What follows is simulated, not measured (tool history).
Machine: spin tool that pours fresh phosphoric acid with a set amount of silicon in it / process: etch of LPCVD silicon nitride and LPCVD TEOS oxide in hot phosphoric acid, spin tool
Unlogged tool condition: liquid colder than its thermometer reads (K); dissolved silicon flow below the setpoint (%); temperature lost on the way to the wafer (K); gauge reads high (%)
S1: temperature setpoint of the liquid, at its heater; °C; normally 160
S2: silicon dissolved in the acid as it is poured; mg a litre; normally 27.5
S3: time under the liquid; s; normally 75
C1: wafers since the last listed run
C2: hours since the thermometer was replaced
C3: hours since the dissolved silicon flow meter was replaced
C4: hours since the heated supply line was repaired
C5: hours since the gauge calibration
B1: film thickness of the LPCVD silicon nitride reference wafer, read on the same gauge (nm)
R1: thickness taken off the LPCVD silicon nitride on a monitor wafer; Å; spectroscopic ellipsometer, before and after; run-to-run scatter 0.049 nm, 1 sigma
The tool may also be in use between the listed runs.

{"run": 1, "hour": 0.0, "S1": 160, "S2": 27.5, "S3": 75, "C1": 0, "C2": 2448.2, "C3": 353.9, "C4": 747.4, "C5": 293.6, "B1": 39.99, "R1": 62.9}
{"run": 2, "hour": 26.7, "S1": 160, "S2": 27.5, "S3": 75, "C1": 160, "C2": 2474.9, "C3": 380.6, "C4": 774.1, "C5": 320.3, "B1": 39.99, "R1": 62.4}
{"run": 3, "hour": 58.3, "S1": 160, "S2": 27.5, "S3": 75, "C1": 189, "C2": 2506.5, "C3": 412.2, "C4": 805.7, "C5": 351.9, "B1": 40.02, "R1": 62.9}
{"run": 4, "hour": 98.5, "S1": 159, "S2": 33.5, "S3": 75, "C1": 240, "C2": 2546.7, "C3": 452.4, "C4": 845.9, "C5": 392.1, "B1": 39.99, "R1": 60}
{"hour": 126.9, "done": "gauge calibrated"}
{"run": 5, "hour": 135.5, "S1": 159, "S2": 33.5, "S3": 75, "C1": 221, "C2": 2583.7, "C3": 489.4, "C4": 882.9, "C5": 8.6, "B1": 39.99, "R1": 60.2}
{"run": 6, "hour": 165.3, "S1": 159, "S2": 33.5, "S3": 75, "C1": 178, "C2": 2613.5, "C3": 519.2, "C4": 912.7, "C5": 38.4, "B1": 39.99, "R1": 60.6}
{"run": 7, "hour": 227.1, "S1": 160, "S2": 14.5, "S3": 75, "C1": 370, "C2": 2675.3, "C3": 581, "C4": 974.5, "C5": 100.2, "B1": 39.98, "R1": 62.2}
{"hour": 235.9, "done": "thermometer replaced"}
{"run": 8, "hour": 262.1, "S1": 160, "S2": 27.5, "S3": 110, "C1": 203, "C2": 26.2, "C3": 616, "C4": 1009.5, "C5": 135.2, "B1": 40, "R1": 90.2}
{"run": 9, "hour": 363.7, "S1": 162, "S2": 11.5, "S3": 60, "C1": 609, "C2": 127.8, "C3": 717.6, "C4": 1111.1, "C5": 236.8, "B1": 40, "R1": 53.5}
{"hour": 385.2, "done": "heated supply line repaired"}
{"run": 10, "hour": 414.8, "S1": 161.5, "S2": 45, "S3": 75, "C1": 300, "C2": 178.9, "C3": 768.7, "C4": 29.6, "C5": 287.9, "B1": 40, "R1": 65.1}
{"run": 11, "hour": 458.3, "S1": 160, "S2": 27.5, "S3": 75, "C1": 260, "C2": 222.4, "C3": 812.2, "C4": 73.1, "C5": 331.4, "B1": 40, "R1": 62.2}
{"hour": 494.6, "done": "gauge calibrated"}
{"run": 12, "hour": 507.1, "S1": 160, "S2": 7.5, "S3": 75, "C1": 292, "C2": 271.2, "C3": 861, "C4": 121.9, "C5": 12.5, "B1": 40, "R1": 62.3}
{"hour": 517.9, "done": "dissolved silicon flow meter replaced"}
{"run": 13, "hour": 533.9, "S1": 160, "S2": 11, "S3": 75, "C1": 154, "C2": 298, "C3": 16, "C4": 148.7, "C5": 39.3, "B1": 39.99, "R1": 61.9}
{"run": 14, "hour": 603.7, "S1": 157, "S2": 7, "S3": 30, "C1": 418, "C2": 367.8, "C3": 85.8, "C4": 218.5, "C5": 109.1, "B1": 40, "R1": 22.8}
{"run": 15, "hour": 664.0, "S1": 158.5, "S2": 12.5, "S3": 105, "C1": 361, "C2": 428.1, "C3": 146.1, "C4": 278.8, "C5": 169.4, "B1": 39.98, "R1": 83.5}

Forecast each of these 3 alternatives for the next run:
{"run": "A", "hour": 664.4, "S1": 160, "S2": 17, "S3": 75, "C1": 2, "C2": 428.5, "C3": 146.5, "C4": 279.2, "C5": 169.8, "B1": "?", "R1": "?"}
{"run": "B", "hour": 664.4, "S1": 160, "S2": 20.5, "S3": 75, "C1": 2, "C2": 428.5, "C3": 146.5, "C4": 279.2, "C5": 169.8, "B1": "?", "R1": "?"}
{"run": "C", "hour": 664.4, "S1": 163, "S2": 27.5, "S3": 75, "C1": 2, "C2": 428.5, "C3": 146.5, "C4": 279.2, "C5": 169.8, "B1": "?", "R1": "?"}

run=A B1=40.03 R1=63
run=B B1=40.03 R1=63
run=C B1=40.03 R1=69.6
With no hidden state in the tool, these same runs would have given:
run=A R1=63
run=B R1=63
run=C R1=69.6
